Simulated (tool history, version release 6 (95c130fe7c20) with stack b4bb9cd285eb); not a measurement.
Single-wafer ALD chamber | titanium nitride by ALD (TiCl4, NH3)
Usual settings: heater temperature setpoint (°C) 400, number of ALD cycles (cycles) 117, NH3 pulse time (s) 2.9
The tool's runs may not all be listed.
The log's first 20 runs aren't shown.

run    hour  heater temperature setpoint (°C)  number of ALD cycles (cycles)  NH3 pulse time (s)  read-back reference wafer on the same gauge, thickness_nm  mean film thickness on the monitor wafer (angstrom)
 21  1631.2                               400                            117                2.47                                                      2.271                                                26.06
 22  1736.4                               400                            117                 2.9                                                      2.277                                                26.64
 23  1827.6                               400                            117                 2.9                                                      2.278                                                26.33
 24  1926.3                               412                            109                2.01                                                      2.284                                                24.61
     1975.3  -- showerhead replaced
 25  1977.3                               394                            131                 2.9                                                      2.283                                                29.51
 26  2175.4                               400                            117                 2.9                                                      2.293                                                26.66
 27  2216.2                               412                            138                 2.9                                                      2.298                                                31.48
 28  2252.6                               400                            117                 2.9                                                      2.294                                                 26.7
 29  2302.6                               400                            117                 2.9                                                      2.295                                                 26.7
 30  2541.9                               392                            124                1.83                                                      2.304                                                27.57
 31    2643                               400                            137                 2.9                                                      2.307                                                31.35

3 ways to go on from here, each from the tool as it stands after run 31. What would each give?
  A  2643.7                               386                            117                 2.9                                                          ?                                                    ?
  B  2643.7                               405                            139                3.31                                                          ?                                                    ?
  C  2643.7                               392                            117                 2.9                                                          ?                                                    ?

run  read-back reference wafer on the same gauge, thickness_nm  mean film thickness on the monitor wafer (angstrom)
  A                                                      2.308                                                 26.4
  B                                                      2.308                                                31.78
  C                                                      2.308                                                26.49
Without the tool's hidden state the same runs would have given:
run  mean film thickness on the monitor wafer (angstrom)
  A                                                25.72
  B                                                30.96
  C                                                25.81

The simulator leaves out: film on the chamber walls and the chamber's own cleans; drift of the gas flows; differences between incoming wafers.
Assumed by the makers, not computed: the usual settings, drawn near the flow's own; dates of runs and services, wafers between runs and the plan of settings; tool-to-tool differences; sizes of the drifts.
